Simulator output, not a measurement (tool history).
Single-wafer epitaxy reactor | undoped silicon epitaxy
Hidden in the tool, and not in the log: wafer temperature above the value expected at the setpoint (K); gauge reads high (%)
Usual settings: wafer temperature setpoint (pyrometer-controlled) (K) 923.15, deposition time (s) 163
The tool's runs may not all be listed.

run,hour,wafer temperature setpoint (pyrometer-controlled) (K),deposition time (s),wafers since the last listed run,hours since the last pyrometer calibration,hours since the gauge calibration,"read-back reference wafer on the same gauge, thickness_nm",mean film thickness on the monitor wafer (angstrom)
1,0.0,923.15,163,0,1272.3,387.5,28.595,277.57
2,11.8,923.15,163,148,1284.1,399.3,28.593,277.23
3,19.7,923.15,163,99,1292.0,407.2,28.582,277.83
4,30.7,923.15,163,138,1303.0,418.2,28.616,277.88
5,40.0,923.15,163,116,1312.3,427.5,28.604,277.56
6,54.4,923.15,163,180,1326.7,441.9,28.605,277.70
7,64.1,923.15,163,121,1336.4,451.6,28.595,277.41
8,105.6,923.15,137,520,1377.9,493.1,28.616,233.45
9,112.2,923.15,163,82,1384.5,499.7,28.614,277.03
10,123.8,912.15,163,145,1396.1,511.3,28.575,209.95
11,138.4,923.15,163,183,1410.7,525.9,28.597,276.65
12,146.5,923.15,163,101,1418.8,534.0,28.579,278.04
13,155.5,923.15,163,112,1427.8,543.0,28.578,278.00
# hour 163.6: gauge calibrated
14,172.4,923.15,163,212,1444.7,8.8,28.591,278.30
15,188.3,929.15,163,199,1460.6,24.7,28.577,322.44
16,196.9,929.15,163,107,1469.2,33.3,28.606,322.49
17,205.1,929.15,163,102,1477.4,41.5,28.578,321.25
18,220.1,923.15,163,188,1492.4,56.5,28.608,277.75
19,237.7,923.15,163,220,1510.0,74.1,28.611,278.17
20,251.8,910.15,148,176,1524.1,88.2,28.604,181.64
21,261.2,923.15,163,117,1533.5,97.6,28.619,277.29
22,270.3,933.15,186,114,1542.6,106.7,28.579,405.20
23,281.3,923.15,194,138,1553.6,117.7,28.599,330.42
24,297.6,936.15,187,204,1569.9,134.0,28.609,437.02
25,311.8,923.15,163,178,1584.1,148.2,28.602,277.47
26,328.2,938.15,163,205,1600.5,164.6,28.621,399.80
# hour 341.9: pyrometer calibrated
27,370.1,918.15,173,425,28.2,206.5,28.615,251.81
28,386.4,923.15,185,204,44.5,222.8,28.603,305.36
29,396.1,923.15,163,121,54.2,232.5,28.617,269.31
30,412.1,928.15,186,200,70.2,248.5,28.579,348.49
31,423.1,923.15,163,138,81.2,259.5,28.592,269.12
32,439.2,934.15,131,202,97.3,275.6,28.624,284.61
33,447.4,916.15,173,102,105.5,283.8,28.579,240.30
34,457.1,930.15,138,121,115.2,293.5,28.610,271.90
35,465.7,936.15,153,107,123.8,302.1,28.610,347.86
36,483.4,923.15,163,222,141.5,319.8,28.602,270.18
37,496.8,923.15,163,168,154.9,333.2,28.600,271.66
38,503.4,923.15,131,82,161.5,339.8,28.598,217.53

Each row is a separate what-if for the run after 38, all from the same tool condition, not one after another. Results?
A,503.8,928.15,163,5,161.9,340.2,?,?
B,503.8,935.15,189,5,161.9,340.2,?,?
C,503.8,923.15,195,5,161.9,340.2,?,?

run,"read-back reference wafer on the same gauge, thickness_nm",mean film thickness on the monitor wafer (angstrom)
A,28.608,306.32
B,28.608,421.04
C,28.608,323.95
What these runs would have given with no unlogged condition in the tool:
run,mean film thickness on the monitor wafer (angstrom)
A,303.14
B,416.75
C,320.55
